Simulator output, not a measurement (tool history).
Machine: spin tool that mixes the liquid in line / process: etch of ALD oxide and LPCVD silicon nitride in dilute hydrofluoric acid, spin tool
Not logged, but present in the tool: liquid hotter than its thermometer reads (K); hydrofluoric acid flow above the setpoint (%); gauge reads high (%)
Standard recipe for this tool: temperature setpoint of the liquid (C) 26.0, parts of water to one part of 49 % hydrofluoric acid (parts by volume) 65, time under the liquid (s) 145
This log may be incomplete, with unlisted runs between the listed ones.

run,hour,temperature setpoint of the liquid (C),parts of water to one part of 49 % hydrofluoric acid (parts by volume),time under the liquid (s),wafers since the last listed run,hours since the thermometer was replaced,hours since the hydrofluoric acid flow meter was replaced,hours since the gauge calibration,"read-back film thickness of the ALD oxide reference wafer, read on the same gauge (nm)","read-back film thickness of the LPCVD silicon nitride reference wafer, read on the same gauge (nm)",thickness taken off the ALD oxide on a monitor wafer (angstrom),thickness taken off the LPCVD silicon nitride on a monitor wafer (angstrom)
1,0.0,26.0,65,145,0,2059.3,1733.7,204.5,80.00,130.007,538.9,18.94
2,13.0,26.0,50,145,112,2072.3,1746.7,217.5,80.05,130.014,713.5,25.17
3,23.4,26.0,65,170,89,2082.7,1757.1,227.9,79.99,130.001,631.6,22.39
4,33.7,28.5,55,145,89,2093.0,1767.4,238.2,79.99,129.991,712.4,26.31
5,45.6,26.0,65,145,102,2104.9,1779.3,250.1,80.01,129.985,540.1,19.51
6,55.0,26.0,65,145,81,2114.3,1788.7,259.5,80.03,129.995,541.4,18.91
7,65.6,26.0,65,145,91,2124.9,1799.3,270.1,80.03,129.968,541.4,18.99
# hour 70.9: hydrofluoric acid flow meter replaced
8,73.5,26.0,65,145,59,2132.8,2.6,278.0,80.01,129.983,481.7,17.34
9,84.6,26.0,65,145,96,2143.9,13.7,289.1,79.97,130.005,482.1,17.13
10,92.2,26.0,65,145,65,2151.5,21.3,296.7,80.00,129.998,483.7,17.36
11,100.2,26.0,65,110,69,2159.5,29.3,304.7,80.03,130.013,367.2,13.02
12,113.0,26.0,65,210,110,2172.3,42.1,317.5,79.95,130.021,705.4,25.20
13,130.9,26.0,65,145,154,2190.2,60.0,335.4,80.01,130.026,489.9,17.60
14,141.6,23.0,85,185,92,2200.9,70.7,346.1,79.98,129.989,411.5,13.85
15,158.1,26.0,80,145,142,2217.4,87.2,362.6,80.00,129.987,390.9,14.08
# hour 166.8: gauge calibrated
16,172.7,22.5,80,185,126,2232.0,101.8,5.9,79.98,130.003,430.4,14.60
17,186.1,24.5,85,170,115,2245.4,115.2,19.3,80.03,129.995,402.2,14.75
18,203.3,26.0,95,145,148,2262.6,132.4,36.5,80.00,129.992,321.2,12.10
# hour 207.1: thermometer replaced
19,213.9,26.0,65,175,83,6.8,143.0,47.1,80.02,129.995,534.7,17.83
20,226.6,26.0,65,145,109,19.5,155.7,59.8,80.05,129.991,446.5,14.96
21,241.1,26.0,40,145,125,34.0,170.2,74.3,79.98,130.001,750.0,24.17

The next listed run, before its measurement:
22,248.9,22.0,65,145,67,41.8,178.0,82.1,?,?,?,?

read-back film thickness of the ALD oxide reference wafer, read on the same gauge (nm): 79.98
read-back film thickness of the LPCVD silicon nitride reference wafer, read on the same gauge (nm): 129.977
thickness taken off the ALD oxide on a monitor wafer (angstrom): 378.7
thickness taken off the LPCVD silicon nitride on a monitor wafer (angstrom): 11.69
On a tool with no hidden condition, and with the same random variation, this run would have come out at thickness taken off the ALD oxide on a monitor wafer (angstrom) 369.9, thickness taken off the LPCVD silicon nitride on a monitor wafer (angstrom) 11.39.
